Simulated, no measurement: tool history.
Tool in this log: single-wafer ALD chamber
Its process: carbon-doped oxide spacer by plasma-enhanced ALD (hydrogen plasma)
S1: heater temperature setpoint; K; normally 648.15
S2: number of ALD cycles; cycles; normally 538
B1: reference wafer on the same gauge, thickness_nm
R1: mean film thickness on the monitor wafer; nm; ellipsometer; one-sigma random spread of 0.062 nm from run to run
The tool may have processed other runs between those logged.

| run | hour | S1 | S2 | B1 | R1 |
|---|---|---|---|---|---|
| 1 | 0 | 658.15 | 579 | 28.595 | 26.626 |
| 2 | 53.7 | 658.15 | 579 | 28.601 | 26.59 |
|  | 96.4 | gauge calibrated |
| 3 | 117.8 | 658.15 | 579 | 28.607 | 26.686 |
| 4 | 162.6 | 648.15 | 538 | 28.594 | 24.786 |
| 5 | 241.2 | 648.15 | 538 | 28.593 | 24.664 |
| 6 | 297.1 | 648.15 | 538 | 28.605 | 24.708 |
| 7 | 358.4 | 648.15 | 538 | 28.621 | 24.699 |
| 8 | 412 | 648.15 | 538 | 28.623 | 24.906 |
| 9 | 451.6 | 648.15 | 538 | 28.597 | 24.659 |
| 10 | 511.3 | 648.15 | 538 | 28.605 | 24.862 |
| 11 | 556.7 | 658.15 | 538 | 28.603 | 24.665 |
| 12 | 649.9 | 658.15 | 538 | 28.597 | 24.677 |
| 13 | 752.1 | 658.15 | 538 | 28.578 | 24.833 |
| 14 | 850.8 | 648.15 | 538 | 28.619 | 24.808 |
| 15 | 924.5 | 639.15 | 451 | 28.614 | 20.711 |
| 16 | 1029.7 | 648.15 | 538 | 28.579 | 24.765 |
| 17 | 1083.7 | 662.15 | 494 | 28.616 | 22.774 |
| 18 | 1153.8 | 633.15 | 588 | 28.597 | 27.05 |
|  | 1198.3 | thermocouple changed; heater temperature recalibrated |
|  | 1227.4 | gauge calibrated |
| 19 | 1227.7 | 648.15 | 538 | 28.595 | 24.762 |
| 20 | 1286.5 | 635.15 | 538 | 28.615 | 24.668 |
| 21 | 1353.3 | 648.15 | 538 | 28.584 | 24.662 |
| 22 | 1400.5 | 659.15 | 470 | 28.579 | 21.594 |
| 23 | 1553.9 | 658.15 | 579 | 28.603 | 26.652 |
| 24 | 1642.1 | 633.15 | 590 | 28.585 | 27.15 |
| 25 | 1737.7 | 658.15 | 583 | 28.585 | 26.98 |
| 26 | 1784.4 | 648.15 | 538 | 28.599 | 24.659 |
| 27 | 1903.1 | 637.15 | 475 | 28.626 | 21.87 |
| 28 | 2023.7 | 653.15 | 447 | 28.599 | 20.475 |

4 options for the next run, each taken on its own from the tool as it stands now. Forecast them:
| A | 2024.9 | 648.15 | 538 | ? | ? |
| B | 2024.9 | 648.15 | 627 | ? | ? |
| C | 2024.9 | 633.15 | 492 | ? | ? |
| D | 2024.9 | 648.15 | 588 | ? | ? |

| run | B1 | R1 |
|---|---|---|
| A | 28.619 | 24.808 |
| B | 28.619 | 28.912 |
| C | 28.619 | 22.687 |
| D | 28.619 | 27.113 |
With no hidden state in the tool, these same runs would have given:
| run | R1 |
|---|---|
| A | 24.808 |
| B | 28.912 |
| C | 22.687 |
| D | 27.113 |
